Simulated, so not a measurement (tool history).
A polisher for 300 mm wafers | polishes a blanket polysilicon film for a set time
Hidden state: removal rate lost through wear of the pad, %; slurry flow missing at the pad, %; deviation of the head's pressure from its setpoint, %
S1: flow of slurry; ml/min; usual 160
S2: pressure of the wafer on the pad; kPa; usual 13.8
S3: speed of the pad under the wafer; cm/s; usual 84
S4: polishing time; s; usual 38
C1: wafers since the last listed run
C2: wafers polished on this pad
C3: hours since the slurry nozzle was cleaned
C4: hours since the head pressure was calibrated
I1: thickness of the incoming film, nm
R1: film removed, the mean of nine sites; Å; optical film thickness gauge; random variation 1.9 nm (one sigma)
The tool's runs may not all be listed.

{"run": 1, "hour": 0.0, "S1": 160, "S2": 13.8, "S3": 84, "S4": 38, "C1": 0, "C2": 1018, "C3": 605.1, "C4": 392.6, "I1": 1265.6, "R1": 2125}
{"run": 2, "hour": 38.9, "S1": 160, "S2": 13.8, "S3": 84, "S4": 38, "C1": 326, "C2": 1344, "C3": 644.0, "C4": 431.5, "I1": 1266.7, "R1": 2106}
{"run": 3, "hour": 64.6, "S1": 160, "S2": 13.8, "S3": 84, "S4": 38, "C1": 215, "C2": 1560, "C3": 669.7, "C4": 457.2, "I1": 1277.2, "R1": 2091}
{"run": 4, "hour": 129.3, "S1": 160, "S2": 13.8, "S3": 84, "S4": 38, "C1": 543, "C2": 2103, "C3": 734.4, "C4": 521.9, "I1": 1251.9, "R1": 2055}
{"hour": 146.4, "done": "slurry nozzle cleaned"}
{"hour": 226.5, "done": "worn pad replaced by a new one"}
{"run": 5, "hour": 316.3, "S1": 160, "S2": 13.8, "S3": 84, "S4": 38, "C1": 1527, "C2": 753, "C3": 169.9, "C4": 708.9, "I1": 1296.0, "R1": 2082}
{"run": 6, "hour": 347.1, "S1": 160, "S2": 13.8, "S3": 84, "S4": 47, "C1": 258, "C2": 1012, "C3": 200.7, "C4": 739.7, "I1": 1256.8, "R1": 2565}
{"run": 7, "hour": 389.8, "S1": 160, "S2": 13.8, "S3": 84, "S4": 47, "C1": 358, "C2": 1370, "C3": 243.4, "C4": 782.4, "I1": 1263.4, "R1": 2583}
{"run": 8, "hour": 434.2, "S1": 160, "S2": 13.8, "S3": 84, "S4": 38, "C1": 372, "C2": 1743, "C3": 287.8, "C4": 826.8, "I1": 1245.0, "R1": 2025}
{"run": 9, "hour": 499.8, "S1": 160, "S2": 13.8, "S3": 84, "S4": 38, "C1": 550, "C2": 2294, "C3": 353.4, "C4": 892.4, "I1": 1263.8, "R1": 2034}
{"run": 10, "hour": 527.8, "S1": 160, "S2": 13.8, "S3": 84, "S4": 38, "C1": 235, "C2": 2529, "C3": 381.4, "C4": 920.4, "I1": 1274.9, "R1": 2030}
{"run": 11, "hour": 552.0, "S1": 120, "S2": 16.5, "S3": 84, "S4": 38, "C1": 203, "C2": 2732, "C3": 405.6, "C4": 944.6, "I1": 1290.7, "R1": 2266}
{"hour": 594.2, "done": "worn pad replaced by a new one"}
{"run": 12, "hour": 594.7, "S1": 120, "S2": 16.5, "S3": 84, "S4": 38, "C1": 324, "C2": 4, "C3": 448.3, "C4": 987.3, "I1": 1290.3, "R1": 2413}
{"run": 13, "hour": 661.1, "S1": 120, "S2": 16.5, "S3": 84, "S4": 38, "C1": 557, "C2": 561, "C3": 514.7, "C4": 1053.7, "I1": 1273.1, "R1": 2391}
{"run": 14, "hour": 717.9, "S1": 160, "S2": 13.8, "S3": 84, "S4": 38, "C1": 476, "C2": 1038, "C3": 571.5, "C4": 1110.5, "I1": 1266.5, "R1": 2058}
{"run": 15, "hour": 750.6, "S1": 160, "S2": 13.8, "S3": 84, "S4": 38, "C1": 274, "C2": 1313, "C3": 604.2, "C4": 1143.2, "I1": 1270.4, "R1": 1996}
{"run": 16, "hour": 813.8, "S1": 160, "S2": 13.8, "S3": 84, "S4": 38, "C1": 530, "C2": 1843, "C3": 667.4, "C4": 1206.4, "I1": 1274.9, "R1": 1970}
{"run": 17, "hour": 863.7, "S1": 160, "S2": 13.8, "S3": 84, "S4": 38, "C1": 418, "C2": 2262, "C3": 717.3, "C4": 1256.3, "I1": 1289.4, "R1": 1992}
{"hour": 881.0, "done": "slurry nozzle cleaned"}
{"run": 18, "hour": 931.9, "S1": 105, "S2": 17.2, "S3": 98, "S4": 29, "C1": 564, "C2": 2826, "C3": 50.9, "C4": 1324.5, "I1": 1275.6, "R1": 1932}
{"hour": 947.3, "done": "worn pad replaced by a new one"}
{"run": 19, "hour": 986.9, "S1": 160, "S2": 12.4, "S3": 66, "S4": 34, "C1": 428, "C2": 332, "C3": 105.9, "C4": 1379.5, "I1": 1261.6, "R1": 1383}
{"hour": 1033.4, "done": "head pressure recalibrated"}
{"run": 20, "hour": 1058.7, "S1": 160, "S2": 13.8, "S3": 84, "S4": 38, "C1": 585, "C2": 918, "C3": 177.7, "C4": 25.3, "I1": 1286.4, "R1": 2114}
{"run": 21, "hour": 1098.6, "S1": 160, "S2": 13.8, "S3": 84, "S4": 38, "C1": 334, "C2": 1253, "C3": 217.6, "C4": 65.2, "I1": 1270.4, "R1": 2117}
{"run": 22, "hour": 1132.7, "S1": 120, "S2": 13.8, "S3": 72, "S4": 38, "C1": 286, "C2": 1539, "C3": 251.7, "C4": 99.3, "I1": 1269.3, "R1": 1776}
{"run": 23, "hour": 1200.2, "S1": 210, "S2": 13.8, "S3": 100, "S4": 32, "C1": 566, "C2": 2106, "C3": 319.2, "C4": 166.8, "I1": 1286.3, "R1": 2099}
{"run": 24, "hour": 1247.5, "S1": 160, "S2": 13.8, "S3": 84, "S4": 38, "C1": 397, "C2": 2503, "C3": 366.5, "C4": 214.1, "I1": 1255.5, "R1": 2101}
{"run": 25, "hour": 1271.7, "S1": 160, "S2": 11.7, "S3": 84, "S4": 38, "C1": 203, "C2": 2706, "C3": 390.7, "C4": 238.3, "I1": 1263.1, "R1": 1765}
{"run": 26, "hour": 1319.5, "S1": 160, "S2": 18.6, "S3": 84, "S4": 51, "C1": 401, "C2": 3108, "C3": 438.5, "C4": 286.1, "I1": 1290.7, "R1": 3784}
{"hour": 1355.6, "done": "worn pad replaced by a new one"}
{"run": 27, "hour": 1367.4, "S1": 160, "S2": 13.8, "S3": 84, "S4": 38, "C1": 368, "C2": 98, "C3": 486.4, "C4": 334.0, "I1": 1279.2, "R1": 2190}
{"run": 28, "hour": 1420.8, "S1": 160, "S2": 12.4, "S3": 104, "S4": 48, "C1": 448, "C2": 546, "C3": 539.8, "C4": 387.4, "I1": 1284.9, "R1": 2841}
{"run": 29, "hour": 1459.7, "S1": 160, "S2": 17.9, "S3": 110, "S4": 38, "C1": 326, "C2": 873, "C3": 578.7, "C4": 426.3, "I1": 1268.8, "R1": 3389}
{"run": 30, "hour": 1518.5, "S1": 160, "S2": 13.8, "S3": 84, "S4": 38, "C1": 493, "C2": 1367, "C3": 637.5, "C4": 485.1, "I1": 1279.2, "R1": 2086}
{"run": 31, "hour": 1590.5, "S1": 160, "S2": 13.8, "S3": 84, "S4": 38, "C1": 604, "C2": 1971, "C3": 709.5, "C4": 557.1, "I1": 1286.1, "R1": 2096}
{"hour": 1608.0, "done": "slurry nozzle cleaned"}
{"run": 32, "hour": 1626.9, "S1": 195, "S2": 13.8, "S3": 114, "S4": 38, "C1": 297, "C2": 2268, "C3": 18.9, "C4": 593.5, "I1": 1268.2, "R1": 2703}
{"run": 33, "hour": 1663.4, "S1": 160, "S2": 9.0, "S3": 70, "S4": 49, "C1": 306, "C2": 2575, "C3": 55.4, "C4": 630.0, "I1": 1252.5, "R1": 1537}
{"run": 34, "hour": 1722.3, "S1": 160, "S2": 13.8, "S3": 84, "S4": 30, "C1": 494, "C2": 3069, "C3": 114.3, "C4": 688.9, "I1": 1293.1, "R1": 1614}
{"hour": 1742.6, "done": "worn pad replaced by a new one"}
{"run": 35, "hour": 1783.9, "S1": 160, "S2": 13.8, "S3": 84, "S4": 38, "C1": 483, "C2": 346, "C3": 175.9, "C4": 750.5, "I1": 1263.6, "R1": 2103}

Forecast each of these 4 alternatives for the next run:
{"run": "A", "hour": 1784.3, "S1": 160, "S2": 13.8, "S3": 84, "S4": 38, "C1": 3, "C2": 350, "C3": 176.3, "C4": 750.9, "I1": 1288.2, "R1": "?"}
{"run": "B", "hour": 1784.3, "S1": 215, "S2": 16.5, "S3": 102, "S4": 50, "C1": 3, "C2": 350, "C3": 176.3, "C4": 750.9, "I1": 1288.2, "R1": "?"}
{"run": "C", "hour": 1784.3, "S1": 180, "S2": 13.8, "S3": 84, "S4": 26, "C1": 3, "C2": 350, "C3": 176.3, "C4": 750.9, "I1": 1288.2, "R1": "?"}
{"run": "D", "hour": 1784.3, "S1": 160, "S2": 13.8, "S3": 104, "S4": 38, "C1": 3, "C2": 350, "C3": 176.3, "C4": 750.9, "I1": 1288.2, "R1": "?"}

run=A R1=2140
run=B R1=4069
run=C R1=1493
run=D R1=2500
Without the tool's hidden state the same runs would have given:
run=A R1=2233
run=B R1=4247
run=C R1=1559
run=D R1=2609
